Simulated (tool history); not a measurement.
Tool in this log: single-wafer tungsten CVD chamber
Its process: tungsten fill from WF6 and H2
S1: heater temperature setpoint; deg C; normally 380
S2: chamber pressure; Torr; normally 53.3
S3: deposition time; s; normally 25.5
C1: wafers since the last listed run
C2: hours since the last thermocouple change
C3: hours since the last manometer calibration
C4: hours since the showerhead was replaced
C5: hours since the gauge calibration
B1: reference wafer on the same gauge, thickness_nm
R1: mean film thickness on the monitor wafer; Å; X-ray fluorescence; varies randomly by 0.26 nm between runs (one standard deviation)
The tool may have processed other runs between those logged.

Run 1, hour 0.0: usual settings but S2 61.5 Torr; C1 0; C2 884.4; C3 1831.8; C4 2986.5; C5 373.0; B1 62.284. Result: R1 701.19 Å.
Run 2, hour 7.3: usual settings but S2 61.5 Torr; C1 136; C2 891.7; C3 1839.1; C4 2993.8; C5 380.3; B1 62.317. Result: R1 699.39 Å.
Run 3, hour 17.3: usual settings but S2 61.5 Torr; C1 186; C2 901.7; C3 1849.1; C4 3003.8; C5 390.3; B1 62.248. Result: R1 694.70 Å.
Run 4, hour 33.4: usual settings but S2 62.6 Torr; C1 301; C2 917.8; C3 1865.2; C4 3019.9; C5 406.4; B1 62.345. Result: R1 712.10 Å.
Run 5, hour 43.9: usual settings but S2 62.6 Torr; C1 196; C2 928.3; C3 1875.7; C4 3030.4; C5 416.9; B1 62.348. Result: R1 703.16 Å.
At hour 63.8: thermocouple changed; heater temperature recalibrated.
Run 6, hour 64.3: usual settings but S2 62.6 Torr; C1 231; C2 0.5; C3 1896.1; C4 3050.8; C5 437.3; B1 62.226. Result: R1 745.57 Å.
Run 7, hour 78.2: usual settings but S2 45.6 Torr; C1 259; C2 14.4; C3 1910.0; C4 3064.7; C5 451.2; B1 62.276. Result: R1 645.10 Å.
Run 8, hour 86.3: usual settings but S2 45.6 Torr; C1 151; C2 22.5; C3 1918.1; C4 3072.8; C5 459.3; B1 62.226. Result: R1 646.20 Å.
Run 9, hour 97.0: usual settings but S2 45.6 Torr; C1 200; C2 33.2; C3 1928.8; C4 3083.5; C5 470.0; B1 62.284. Result: R1 644.81 Å.
At hour 104.7: gauge calibrated.
Run 10, hour 107.8: usual settings but S3 22.2 s; C1 201; C2 44.0; C3 1939.6; C4 3094.3; C5 3.1; B1 62.342. Result: R1 606.18 Å.
Run 11, hour 124.9: usual settings but S1 395 deg C, S2 47.0 Torr, S3 29.2 s; C1 319; C2 61.1; C3 1956.7; C4 3111.4; C5 20.2; B1 62.310. Result: R1 1013.18 Å.
Run 12, hour 141.0: usual settings but S1 374 deg C, S3 30.4 s; C1 301; C2 77.2; C3 1972.8; C4 3127.5; C5 36.3; B1 62.174. Result: R1 731.30 Å.
Run 13, hour 147.9: usual settings; C1 129; C2 84.1; C3 1979.7; C4 3134.4; C5 43.2; B1 62.363. Result: R1 695.69 Å.
At hour 158.4: thermocouple changed; heater temperature recalibrated, repeated, since the last time left the tool worse.
Run 14, hour 163.4: usual settings; C1 140; C2 5.0; C3 1995.2; C4 3149.9; C5 58.7; B1 62.181. Result: R1 620.16 Å.
Run 15, hour 172.7: usual settings; C1 173; C2 14.3; C3 2004.5; C4 3159.2; C5 68.0; B1 62.329. Result: R1 622.58 Å.
At hour 182.7: showerhead replaced.
At hour 192.3: capacitance manometer re-zeroed and calibrated.
Run 16, hour 192.8: usual settings but S1 393 deg C, S2 59.9 Torr, S3 22.9 s; C1 76; C2 34.4; C3 0.5; C4 10.1; C5 88.1; B1 62.397. Result: R1 769.57 Å.
Run 17, hour 196.7: usual settings but S1 390 deg C, S2 42.9 Torr, S3 28.8 s; C1 72; C2 38.3; C3 4.4; C4 14.0; C5 92.0; B1 62.257. Result: R1 785.75 Å.
Run 18, hour 205.1: usual settings but S2 45.6 Torr; C1 157; C2 46.7; C3 12.8; C4 22.4; C5 100.4; B1 62.402. Result: R1 577.76 Å.
Run 19, hour 218.4: usual settings but S3 27.6 s; C1 248; C2 60.0; C3 26.1; C4 35.7; C5 113.7; B1 62.328. Result: R1 672.16 Å.
Run 20, hour 234.5: usual settings but S1 375 deg C; C1 301; C2 76.1; C3 42.2; C4 51.8; C5 129.8; B1 62.395. Result: R1 559.59 Å.
Run 21, hour 243.6: usual settings but S1 365 deg C, S2 46.1 Torr, S3 26.9 s; C1 170; C2 85.2; C3 51.3; C4 60.9; C5 138.9; B1 62.335. Result: R1 441.41 Å.
Run 22, hour 255.8: usual settings but S2 45.9 Torr; C1 228; C2 97.4; C3 63.5; C4 73.1; C5 151.1; B1 62.293. Result: R1 581.66 Å.
Run 23, hour 265.5: usual settings but S3 30.4 s; C1 181; C2 107.1; C3 73.2; C4 82.8; C5 160.8; B1 62.345. Result: R1 741.04 Å.
Run 24, hour 278.3: usual settings; C1 239; C2 119.9; C3 86.0; C4 95.6; C5 173.6; B1 62.407. Result: R1 623.95 Å.
Run 25, hour 303.9: usual settings but S1 373 deg C, S2 41.3 Torr; C1 478; C2 145.5; C3 111.6; C4 121.2; C5 199.2; B1 62.334. Result: R1 476.70 Å.
Run 26, hour 316.0: usual settings but S1 384 deg C, S2 41.0 Torr; C1 226; C2 157.6; C3 123.7; C4 133.3; C5 211.3; B1 62.287. Result: R1 600.45 Å.
Run 27, hour 324.9: usual settings but S1 373 deg C, S3 30.6 s; C1 166; C2 166.5; C3 132.6; C4 142.2; C5 220.2; B1 62.229. Result: R1 643.35 Å.
Run 28, hour 333.5: usual settings; C1 160; C2 175.1; C3 141.2; C4 150.8; C5 228.8; B1 62.326. Result: R1 623.32 Å.
Run 29, hour 341.2: usual settings but S2 44.1 Torr, S3 22.6 s; C1 143; C2 182.8; C3 148.9; C4 158.5; C5 236.5; B1 62.269. Result: R1 505.89 Å.
Run 30, hour 355.6: usual settings but S1 365 deg C, S3 23.6 s; C1 269; C2 197.2; C3 163.3; C4 172.9; C5 250.9; B1 62.158. Result: R1 410.55 Å.
Run 31, hour 380.3: usual settings but S1 372 deg C, S2 57.6 Torr, S3 22.1 s; C1 461; C2 221.9; C3 188.0; C4 197.6; C5 275.6; B1 62.248. Result: R1 467.95 Å.
Run 32, hour 395.0: usual settings but S1 384 deg C; C1 274; C2 236.6; C3 202.7; C4 212.3; C5 290.3; B1 62.431. Result: R1 676.33 Å.
Run 33, hour 412.3: usual settings but S1 391 deg C, S2 47.9 Torr, S3 27.3 s; C1 323; C2 253.9; C3 220.0; C4 229.6; C5 307.6; B1 62.357. Result: R1 805.33 Å.
Run 34, hour 420.4: usual settings but S2 45.6 Torr; C1 151; C2 262.0; C3 228.1; C4 237.7; C5 315.7; B1 62.170. Result: R1 581.74 Å.

Below are 4 alternative next runs, each starting from the tool's condition after run 34. Predict each:
Run A, hour 420.8: usual settings; C1 7; C2 262.4; C3 228.5; C4 238.1; C5 316.1; B1 ?. Result: R1 ?.
Run B, hour 420.8: usual settings but S2 56.8 Torr; C1 7; C2 262.4; C3 228.5; C4 238.1; C5 316.1; B1 ?. Result: R1 ?.
Run C, hour 420.8: usual settings but S2 48.1 Torr; C1 7; C2 262.4; C3 228.5; C4 238.1; C5 316.1; B1 ?. Result: R1 ?.
Run D, hour 420.8: usual settings but S1 392 deg C, S2 64.9 Torr; C1 7; C2 262.4; C3 228.5; C4 238.1; C5 316.1; B1 ?. Result: R1 ?.

run      B1      R1
  A  62.207  627.62
  B  62.207  645.12
  C  62.207  599.99
  D  62.207  877.61
What these runs would have given with no unlogged condition in the tool:
run      R1
  A  623.43
  B  640.82
  C  595.98
  D  872.10

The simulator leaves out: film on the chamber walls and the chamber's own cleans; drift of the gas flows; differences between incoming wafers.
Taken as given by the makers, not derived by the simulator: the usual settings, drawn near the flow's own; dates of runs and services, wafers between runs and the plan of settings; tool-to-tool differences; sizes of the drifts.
